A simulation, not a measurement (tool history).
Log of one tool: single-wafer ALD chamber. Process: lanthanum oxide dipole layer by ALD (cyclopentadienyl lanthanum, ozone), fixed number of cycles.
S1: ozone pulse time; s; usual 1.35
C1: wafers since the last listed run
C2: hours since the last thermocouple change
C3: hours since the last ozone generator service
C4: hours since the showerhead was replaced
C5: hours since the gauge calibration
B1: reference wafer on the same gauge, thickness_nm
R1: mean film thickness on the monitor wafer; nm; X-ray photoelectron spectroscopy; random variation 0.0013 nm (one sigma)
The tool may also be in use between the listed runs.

run,hour,S1,C1,C2,C3,C4,C5,B1,R1
1,0.0,1.35,0,1831.9,540.1,6274.1,170.2,0.596,0.485
2,18.6,1.35,359,1850.5,558.7,6292.7,188.8,0.595,0.486
3,35.4,1.35,325,1867.3,575.5,6309.5,205.6,0.596,0.486
4,126.2,1.35,1757,1958.1,666.3,6400.3,296.4,0.596,0.486
5,151.7,1.35,493,1983.6,691.8,6425.8,321.9,0.595,0.486
6,167.7,1.35,309,1999.6,707.8,6441.8,337.9,0.597,0.485
7,194.0,1.35,509,2025.9,734.1,6468.1,364.2,0.597,0.483
8,210.3,1.35,315,2042.2,750.4,6484.4,380.5,0.596,0.484
9,224.2,1.35,269,2056.1,764.3,6498.3,394.4,0.597,0.484
10,239.3,1.73,292,2071.2,779.4,6513.4,409.5,0.596,0.505
# hour 262.4: gauge calibrated
11,263.9,1.73,476,2095.8,804.0,6538.0,1.5,0.596,0.508
12,283.9,1.73,387,2115.8,824.0,6558.0,21.5,0.596,0.504
13,318.8,1.35,675,2150.7,858.9,6592.9,56.4,0.596,0.483
14,343.9,1.35,485,2175.8,884.0,6618.0,81.5,0.596,0.483
15,370.8,1.35,520,2202.7,910.9,6644.9,108.4,0.596,0.484
16,405.4,1.35,669,2237.3,945.5,6679.5,143.0,0.596,0.485
17,421.9,1.35,319,2253.8,962.0,6696.0,159.5,0.596,0.484
# hour 448.2: ozone generator serviced
18,450.8,1.11,404,2282.7,2.6,6724.9,188.4,0.596,0.485
19,473.6,1.04,441,2305.5,25.4,6747.7,211.2,0.596,0.477
# hour 495.1: showerhead replaced, of another model than before
20,503.1,1.72,416,2335.0,54.9,8.0,240.7,0.597,0.518
# hour 517.0: thermocouple changed; heater temperature recalibrated
21,534.1,1.89,445,17.1,85.9,39.0,271.7,0.596,0.522
22,566.2,1.66,621,49.2,118.0,71.1,303.8,0.596,0.512
23,597.8,1.87,611,80.8,149.6,102.7,335.4,0.595,0.520
24,624.8,1.14,522,107.8,176.6,129.7,362.4,0.597,0.470
25,640.7,1.74,307,123.7,192.5,145.6,378.3,0.596,0.514
26,669.5,1.62,557,152.5,221.3,174.4,407.1,0.596,0.508
27,701.9,1.04,627,184.9,253.7,206.8,439.5,0.596,0.453
28,727.7,0.81,499,210.7,279.5,232.6,465.3,0.596,0.412
29,750.6,1.35,443,233.6,302.4,255.5,488.2,0.596,0.489
30,766.1,0.98,299,249.1,317.9,271.0,503.7,0.596,0.442
# hour 782.2: gauge calibrated
31,794.4,1.18,547,277.4,346.2,299.3,12.2,0.596,0.469
32,815.6,1.54,410,298.6,367.4,320.5,33.4,0.596,0.499
33,834.4,1.35,363,317.4,386.2,339.3,52.2,0.596,0.483

Hidden state at the last listed run before each entry between runs and at the first one after, where it differs:
Between runs 10 and 11: gauge calibrated (hour 262.4)
  ozone dose above that of a generator just serviced (%): -19.4 -> -19.5
  measured less the result without the state, R1: -0.012 -> -0.013 nm
Between runs 17 and 18: ozone generator serviced (hour 448.2)
  ozone dose above that of a generator just serviced (%): -20.3 -> -1.28
  measured less the result without the state, R1: -0.019 -> -0.002 nm
Between runs 19 and 20: showerhead replaced, of another model than before (hour 495.1)
  ozone dose above that of a generator just serviced (%): -2.63 -> -4.26
  measured less the result without the state, R1: -0.003 -> -0.003 nm
Between runs 20 and 21: thermocouple changed; heater temperature recalibrated (hour 517.0)
  ozone dose above that of a generator just serviced (%): -4.26 -> -5.82
  measured less the result without the state, R1: -0.003 -> -0.002 nm
Between runs 30 and 31: gauge calibrated (hour 782.2)
  ozone dose above that of a generator just serviced (%): -14 -> -14.7
  measured less the result without the state, R1: -0.023 -> -0.020 nm

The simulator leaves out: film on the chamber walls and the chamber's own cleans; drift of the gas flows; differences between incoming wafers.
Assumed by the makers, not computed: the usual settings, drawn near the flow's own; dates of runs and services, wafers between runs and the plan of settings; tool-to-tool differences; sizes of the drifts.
